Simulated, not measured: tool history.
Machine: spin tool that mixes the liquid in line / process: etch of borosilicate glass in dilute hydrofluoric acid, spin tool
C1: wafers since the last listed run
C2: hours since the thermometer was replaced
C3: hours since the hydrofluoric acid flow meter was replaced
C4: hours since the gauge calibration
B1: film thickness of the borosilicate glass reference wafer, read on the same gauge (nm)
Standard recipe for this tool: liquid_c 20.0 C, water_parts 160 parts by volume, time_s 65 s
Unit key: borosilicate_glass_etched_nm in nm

{"run": 1, "hour": 0.0, "liquid_c": 20.0, "water_parts": 160, "time_s": 65, "C1": 0, "C2": 1577.3, "C3": 308.9, "C4": 112.5, "B1": 39.96, "borosilicate_glass_etched_nm": 7.65}
{"run": 2, "hour": 48.6, "liquid_c": 20.0, "water_parts": 160, "time_s": 65, "C1": 377, "C2": 1625.9, "C3": 357.5, "C4": 161.1, "B1": 39.99, "borosilicate_glass_etched_nm": 7.53}
{"run": 3, "hour": 69.1, "liquid_c": 20.0, "water_parts": 160, "time_s": 65, "C1": 159, "C2": 1646.4, "C3": 378.0, "C4": 181.6, "B1": 40.0, "borosilicate_glass_etched_nm": 7.62}
{"run": 4, "hour": 90.4, "liquid_c": 20.0, "water_parts": 160, "time_s": 65, "C1": 165, "C2": 1667.7, "C3": 399.3, "C4": 202.9, "B1": 40.03, "borosilicate_glass_etched_nm": 7.51}
{"run": 5, "hour": 107.0, "liquid_c": 20.0, "water_parts": 160, "time_s": 65, "C1": 128, "C2": 1684.3, "C3": 415.9, "C4": 219.5, "B1": 39.98, "borosilicate_glass_etched_nm": 7.57}
{"hour": 118.2, "done": "hydrofluoric acid flow meter replaced"}
{"run": 6, "hour": 123.2, "liquid_c": 20.0, "water_parts": 160, "time_s": 65, "C1": 118, "C2": 1700.5, "C3": 5.0, "C4": 235.7, "B1": 40.0, "borosilicate_glass_etched_nm": 7.63}
{"run": 7, "hour": 151.4, "liquid_c": 20.0, "water_parts": 100, "time_s": 65, "C1": 218, "C2": 1728.7, "C3": 33.2, "C4": 263.9, "B1": 39.99, "borosilicate_glass_etched_nm": 12.86}
{"run": 8, "hour": 182.7, "liquid_c": 20.0, "water_parts": 100, "time_s": 65, "C1": 243, "C2": 1760.0, "C3": 64.5, "C4": 295.2, "B1": 40.03, "borosilicate_glass_etched_nm": 12.99}
{"run": 9, "hour": 213.3, "liquid_c": 20.0, "water_parts": 100, "time_s": 65, "C1": 237, "C2": 1790.6, "C3": 95.1, "C4": 325.8, "B1": 40.03, "borosilicate_glass_etched_nm": 12.83}
{"run": 10, "hour": 239.5, "liquid_c": 20.0, "water_parts": 160, "time_s": 90, "C1": 203, "C2": 1816.8, "C3": 121.3, "C4": 352.0, "B1": 40.01, "borosilicate_glass_etched_nm": 10.42}
{"run": 11, "hour": 274.6, "liquid_c": 20.0, "water_parts": 160, "time_s": 90, "C1": 272, "C2": 1851.9, "C3": 156.4, "C4": 387.1, "B1": 39.98, "borosilicate_glass_etched_nm": 10.49}
{"run": 12, "hour": 307.9, "liquid_c": 17.0, "water_parts": 160, "time_s": 30, "C1": 258, "C2": 1885.2, "C3": 189.7, "C4": 420.4, "B1": 40.03, "borosilicate_glass_etched_nm": 3.12}
{"run": 13, "hour": 340.5, "liquid_c": 17.0, "water_parts": 85, "time_s": 65, "C1": 253, "C2": 1917.8, "C3": 222.3, "C4": 453.0, "B1": 40.02, "borosilicate_glass_etched_nm": 13.47}
{"run": 14, "hour": 366.3, "liquid_c": 20.0, "water_parts": 160, "time_s": 65, "C1": 200, "C2": 1943.6, "C3": 248.1, "C4": 478.8, "B1": 39.99, "borosilicate_glass_etched_nm": 7.6}
{"hour": 377.8, "done": "thermometer replaced"}
{"run": 15, "hour": 387.5, "liquid_c": 20.0, "water_parts": 160, "time_s": 65, "C1": 156, "C2": 9.7, "C3": 269.3, "C4": 500.0, "B1": 40.05, "borosilicate_glass_etched_nm": 7.23}
{"run": 16, "hour": 405.0, "liquid_c": 24.0, "water_parts": 160, "time_s": 45, "C1": 135, "C2": 27.2, "C3": 286.8, "C4": 517.5, "B1": 39.99, "borosilicate_glass_etched_nm": 5.9}
{"run": 17, "hour": 419.6, "liquid_c": 20.0, "water_parts": 160, "time_s": 65, "C1": 113, "C2": 41.8, "C3": 301.4, "C4": 532.1, "B1": 40.02, "borosilicate_glass_etched_nm": 7.2}
{"run": 18, "hour": 440.5, "liquid_c": 20.0, "water_parts": 240, "time_s": 65, "C1": 162, "C2": 62.7, "C3": 322.3, "C4": 553.0, "B1": 39.97, "borosilicate_glass_etched_nm": 4.47}
{"run": 19, "hour": 472.6, "liquid_c": 17.0, "water_parts": 125, "time_s": 100, "C1": 249, "C2": 94.8, "C3": 354.4, "C4": 585.1, "B1": 39.98, "borosilicate_glass_etched_nm": 12.98}
{"hour": 479.8, "done": "hydrofluoric acid flow meter replaced"}
{"run": 20, "hour": 568.6, "liquid_c": 20.0, "water_parts": 130, "time_s": 85, "C1": 737, "C2": 190.8, "C3": 88.8, "C4": 681.1, "B1": 39.99, "borosilicate_glass_etched_nm": 11.93}
{"hour": 581.1, "done": "thermometer replaced, repeated, since the last time left the tool worse"}
{"run": 21, "hour": 583.8, "liquid_c": 17.0, "water_parts": 130, "time_s": 105, "C1": 110, "C2": 2.7, "C3": 104.0, "C4": 696.3, "B1": 39.96, "borosilicate_glass_etched_nm": 14.19}
{"hour": 600.7, "done": "gauge calibrated"}
{"run": 22, "hour": 610.7, "liquid_c": 18.5, "water_parts": 130, "time_s": 30, "C1": 208, "C2": 29.6, "C3": 130.9, "C4": 10.0, "B1": 39.99, "borosilicate_glass_etched_nm": 4.29}
{"run": 23, "hour": 636.7, "liquid_c": 20.0, "water_parts": 105, "time_s": 65, "C1": 201, "C2": 55.6, "C3": 156.9, "C4": 36.0, "B1": 40.0, "borosilicate_glass_etched_nm": 12.56}
{"run": 24, "hour": 651.2, "liquid_c": 24.0, "water_parts": 225, "time_s": 50, "C1": 112, "C2": 70.1, "C3": 171.4, "C4": 50.5, "B1": 40.01, "borosilicate_glass_etched_nm": 4.63}
{"run": 25, "hour": 681.7, "liquid_c": 17.0, "water_parts": 160, "time_s": 65, "C1": 236, "C2": 100.6, "C3": 201.9, "C4": 81.0, "B1": 40.01, "borosilicate_glass_etched_nm": 6.87}
{"run": 26, "hour": 713.5, "liquid_c": 20.0, "water_parts": 160, "time_s": 65, "C1": 246, "C2": 132.4, "C3": 233.7, "C4": 112.8, "B1": 39.95, "borosilicate_glass_etched_nm": 7.79}
{"run": 27, "hour": 744.4, "liquid_c": 20.0, "water_parts": 240, "time_s": 25, "C1": 239, "C2": 163.3, "C3": 264.6, "C4": 143.7, "B1": 40.0, "borosilicate_glass_etched_nm": 1.85}
{"run": 28, "hour": 759.9, "liquid_c": 18.5, "water_parts": 235, "time_s": 65, "C1": 120, "C2": 178.8, "C3": 280.1, "C4": 159.2, "B1": 40.03, "borosilicate_glass_etched_nm": 4.7}
{"run": 29, "hour": 785.0, "liquid_c": 17.0, "water_parts": 160, "time_s": 100, "C1": 194, "C2": 203.9, "C3": 305.2, "C4": 184.3, "B1": 40.05, "borosilicate_glass_etched_nm": 10.55}
{"run": 30, "hour": 801.1, "liquid_c": 17.5, "water_parts": 115, "time_s": 45, "C1": 125, "C2": 220.0, "C3": 321.3, "C4": 200.4, "B1": 39.99, "borosilicate_glass_etched_nm": 7.12}
{"run": 31, "hour": 814.9, "liquid_c": 20.0, "water_parts": 190, "time_s": 65, "C1": 107, "C2": 233.8, "C3": 335.1, "C4": 214.2, "B1": 39.98, "borosilicate_glass_etched_nm": 6.34}
{"run": 32, "hour": 844.5, "liquid_c": 22.5, "water_parts": 85, "time_s": 90, "C1": 229, "C2": 263.4, "C3": 364.7, "C4": 243.8, "B1": 39.97, "borosilicate_glass_etched_nm": 24.21}
{"run": 33, "hour": 859.9, "liquid_c": 20.0, "water_parts": 160, "time_s": 65, "C1": 119, "C2": 278.8, "C3": 380.1, "C4": 259.2, "B1": 39.98, "borosilicate_glass_etched_nm": 7.75}

Below are 4 alternative next runs, each starting from the tool's condition after run 33. Predict each:
{"run": "A", "hour": 860.3, "liquid_c": 20.0, "water_parts": 160, "time_s": 100, "C1": 3, "C2": 279.2, "C3": 380.5, "C4": 259.6, "B1": "?", "borosilicate_glass_etched_nm": "?"}
{"run": "B", "hour": 860.3, "liquid_c": 20.0, "water_parts": 235, "time_s": 95, "C1": 3, "C2": 279.2, "C3": 380.5, "C4": 259.6, "B1": "?", "borosilicate_glass_etched_nm": "?"}
{"run": "C", "hour": 860.3, "liquid_c": 20.0, "water_parts": 205, "time_s": 65, "C1": 3, "C2": 279.2, "C3": 380.5, "C4": 259.6, "B1": "?", "borosilicate_glass_etched_nm": "?"}
{"run": "D", "hour": 860.3, "liquid_c": 20.0, "water_parts": 160, "time_s": 95, "C1": 3, "C2": 279.2, "C3": 380.5, "C4": 259.6, "B1": "?", "borosilicate_glass_etched_nm": "?"}

run=A B1=40.00 borosilicate_glass_etched_nm=12.01
run=B B1=40.00 borosilicate_glass_etched_nm=7.22
run=C B1=40.00 borosilicate_glass_etched_nm=5.83
run=D B1=40.00 borosilicate_glass_etched_nm=11.41
With no hidden state in the tool, these same runs would have given:
run=A borosilicate_glass_etched_nm=12.13
run=B borosilicate_glass_etched_nm=7.29
run=C borosilicate_glass_etched_nm=5.88
run=D borosilicate_glass_etched_nm=11.52
